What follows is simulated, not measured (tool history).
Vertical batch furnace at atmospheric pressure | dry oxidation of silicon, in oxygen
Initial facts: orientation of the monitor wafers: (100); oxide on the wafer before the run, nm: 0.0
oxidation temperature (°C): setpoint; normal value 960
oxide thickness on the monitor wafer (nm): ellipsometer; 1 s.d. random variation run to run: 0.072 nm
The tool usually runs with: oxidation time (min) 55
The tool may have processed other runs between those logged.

run	hour	oxidation temperature (°C)	oxidation time (min)	read-back reference wafer on the same gauge, thickness	oxide thickness on the monitor wafer (nm)
1	0	960	70.5	39.19	42.95
2	54.9	960	70.5	39.19	43.31
3	88.6	960	70.5	39.21	43.09
# hour 107.9: gauge calibrated
4	155.9	960	55	39.21	36.64
5	194.3	960	40	39.2	30.01
# hour 225.8: boat lift adjusted
# hour 246.8: thermocouples replaced and temperature profile calibrated
6	253.9	960	40	39.2	28.95
7	277.9	960	40	39.2	29.03
8	348.9	945	55	39.18	30.33
9	380.9	953	55	39.2	33.1
10	436.8	977	38	39.2	32.13
11	485.9	960	55	39.2	35.51

Run 12 comes next. What will it give?
12	519.6	960	45.5	?	?

read-back reference wafer on the same gauge, thickness: 39.2
oxide thickness on the monitor wafer (nm): 31.42
The same run, on a tool lacking any hidden state, would have yielded oxide thickness on the monitor wafer (nm) 31.15.
